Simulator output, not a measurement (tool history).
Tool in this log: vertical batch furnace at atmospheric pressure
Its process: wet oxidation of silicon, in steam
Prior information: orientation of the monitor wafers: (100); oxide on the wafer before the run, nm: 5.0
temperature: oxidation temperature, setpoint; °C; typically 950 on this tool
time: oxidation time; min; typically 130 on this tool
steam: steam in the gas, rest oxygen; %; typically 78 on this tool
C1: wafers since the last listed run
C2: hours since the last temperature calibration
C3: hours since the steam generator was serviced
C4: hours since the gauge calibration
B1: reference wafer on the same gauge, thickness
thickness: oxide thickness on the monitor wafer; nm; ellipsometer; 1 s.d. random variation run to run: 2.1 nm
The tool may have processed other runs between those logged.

Run 1, hour 0: usual settings; C1 0; C2 2248.7; C3 1860.6; C4 434; B1 485.52. Result: thickness 415.21 nm.
Run 2, hour 40.4: usual settings but time 96.5 min, steam 71 %; C1 282; C2 2289.1; C3 1901; C4 474.4; B1 485.49. Result: thickness 307.56 nm.
Run 3, hour 82.1: usual settings but time 96.5 min, steam 71 %; C1 291; C2 2330.8; C3 1942.7; C4 516.1; B1 486.13. Result: thickness 308.8 nm.
Run 4, hour 162.8: usual settings; C1 563; C2 2411.5; C3 2023.4; C4 596.8; B1 486.42. Result: thickness 410.68 nm.
Run 5, hour 213.8: usual settings but time 110.5 min; C1 356; C2 2462.5; C3 2074.4; C4 647.8; B1 485.81. Result: thickness 364.39 nm.
Run 6, hour 300.9: usual settings; C1 608; C2 2549.6; C3 2161.5; C4 734.9; B1 484.86. Result: thickness 410.7 nm.
Run 7, hour 356.5: usual settings; C1 388; C2 2605.2; C3 2217.1; C4 790.5; B1 485.9. Result: thickness 407.58 nm.
Run 8, hour 398.4: usual settings; C1 292; C2 2647.1; C3 2259; C4 832.4; B1 486.73. Result: thickness 407.48 nm.
Run 9, hour 467.8: usual settings but temperature 969 °C; C1 484; C2 2716.5; C3 2328.4; C4 901.8; B1 485.78. Result: thickness 479.23 nm.
Run 10, hour 575.1: usual settings but temperature 969 °C; C1 749; C2 2823.8; C3 2435.7; C4 1009.1; B1 485.64. Result: thickness 472.62 nm.
Run 11, hour 636.8: usual settings but temperature 969 °C; C1 430; C2 2885.5; C3 2497.4; C4 1070.8; B1 485.44. Result: thickness 471.54 nm.
Run 12, hour 709.5: usual settings; C1 507; C2 2958.2; C3 2570.1; C4 1143.5; B1 485.41. Result: thickness 405.76 nm.
Run 13, hour 782.1: usual settings; C1 507; C2 3030.8; C3 2642.7; C4 1216.1; B1 487.08. Result: thickness 403.88 nm.
Run 14, hour 840: usual settings; C1 404; C2 3088.7; C3 2700.6; C4 1274; B1 486.01. Result: thickness 400.85 nm.
Run 15, hour 909.8: usual settings; C1 487; C2 3158.5; C3 2770.4; C4 1343.8; B1 486.04. Result: thickness 404.57 nm.
Run 16, hour 990.8: usual settings but steam 74 %; C1 565; C2 3239.5; C3 2851.4; C4 1424.8; B1 486.09. Result: thickness 385.66 nm.
At hour 1034.4: gauge calibrated.
Run 17, hour 1034.7: usual settings but temperature 935 °C; C1 306; C2 3283.4; C3 2895.3; C4 0.3; B1 485.93. Result: thickness 354.28 nm.
Run 18, hour 1131.4: usual settings but temperature 972 °C, time 92.5 min; C1 675; C2 3380.1; C3 2992; C4 97; B1 485.73. Result: thickness 376.75 nm.
At hour 1212.9: steam generator serviced.
Run 19, hour 1213.4: usual settings but temperature 966 °C, steam 84 %; C1 405; C2 3462.1; C3 0.5; C4 179; B1 486.12. Result: thickness 508.6 nm.
Run 20, hour 1255.5: usual settings; C1 294; C2 3504.2; C3 42.6; C4 221.1; B1 485.39. Result: thickness 424.91 nm.
Run 21, hour 1293.9: usual settings but temperature 927 °C, time 163.5 min, steam 67 %; C1 268; C2 3542.6; C3 81; C4 259.5; B1 485.81. Result: thickness 367.22 nm.
Run 22, hour 1431.7: usual settings but temperature 935 °C, time 105.5 min, steam 73 %; C1 962; C2 3680.4; C3 218.8; C4 397.3; B1 485.77. Result: thickness 301.38 nm.
At hour 1477.6: thermocouples replaced and temperature profile calibrated.
Run 23, hour 1516.5: usual settings; C1 424; C2 38.9; C3 303.6; C4 482.1; B1 486.39. Result: thickness 405.74 nm.
Run 24, hour 1614.1: usual settings but temperature 965 °C, time 74.5 min, steam 85 %; C1 681; C2 136.5; C3 401.2; C4 579.7; B1 485.39. Result: thickness 328.79 nm.
Run 25, hour 1701.7: usual settings; C1 611; C2 224.1; C3 488.8; C4 667.3; B1 485.49. Result: thickness 408.03 nm.
Run 26, hour 1776.5: usual settings but temperature 932 °C, time 81.5 min; C1 522; C2 298.9; C3 563.6; C4 742.1; B1 485.4. Result: thickness 241.81 nm.
Run 27, hour 1824.8: usual settings; C1 337; C2 347.2; C3 611.9; C4 790.4; B1 485.31. Result: thickness 406.68 nm.
Run 28, hour 1890.1: usual settings; C1 456; C2 412.5; C3 677.2; C4 855.7; B1 487.14. Result: thickness 410.43 nm.
Run 29, hour 1947.4: usual settings but temperature 929 °C; C1 400; C2 469.8; C3 734.5; C4 913; B1 485.95. Result: thickness 340.66 nm.
Run 30, hour 2048.4: usual settings but time 181.5 min, steam 82 %; C1 705; C2 570.8; C3 835.5; C4 1014; B1 486.29. Result: thickness 537.5 nm.
Run 31, hour 2143.2: usual settings but steam 87 %; C1 662; C2 665.6; C3 930.3; C4 1108.8; B1 486.31. Result: thickness 449.47 nm.
Run 32, hour 2245.6: usual settings but temperature 925 °C, steam 72 %; C1 715; C2 768; C3 1032.7; C4 1211.2; B1 485.52. Result: thickness 310.68 nm.
Run 33, hour 2325.5: usual settings but temperature 974 °C; C1 557; C2 847.9; C3 1112.6; C4 1291.1; B1 486.56. Result: thickness 498.13 nm.

What differs in the tool's unlogged condition from the final listed run ahead of each entry between runs to the first listed run following it?
Logged between run 16 and run 17: gauge calibrated (hour 1034.4)
  true tube temperature minus thermocouple reading, K: 5 -> 5.01; steam share off its setpoint, % of the setpoint: -7.34 -> -7.56
  measured less the result without the state, thickness: -5.02 -> -5.49 nm
Logged between run 18 and run 19: steam generator serviced (hour 1212.9)
  true tube temperature minus thermocouple reading, K: 5.03 -> 5.05; steam share off its setpoint, % of the setpoint: -8.05 -> -0.801
  measured less the result without the state, thickness: -7.35 -> +16.13 nm
Logged between run 22 and run 23: thermocouples replaced and temperature profile calibrated (hour 1477.6)
  true tube temperature minus thermocouple reading, K: 5.09 -> 0.541; steam share off its setpoint, % of the setpoint: -0.842 -> -0.881
  measured less the result without the state, thickness: +12.05 -> -0.76 nm
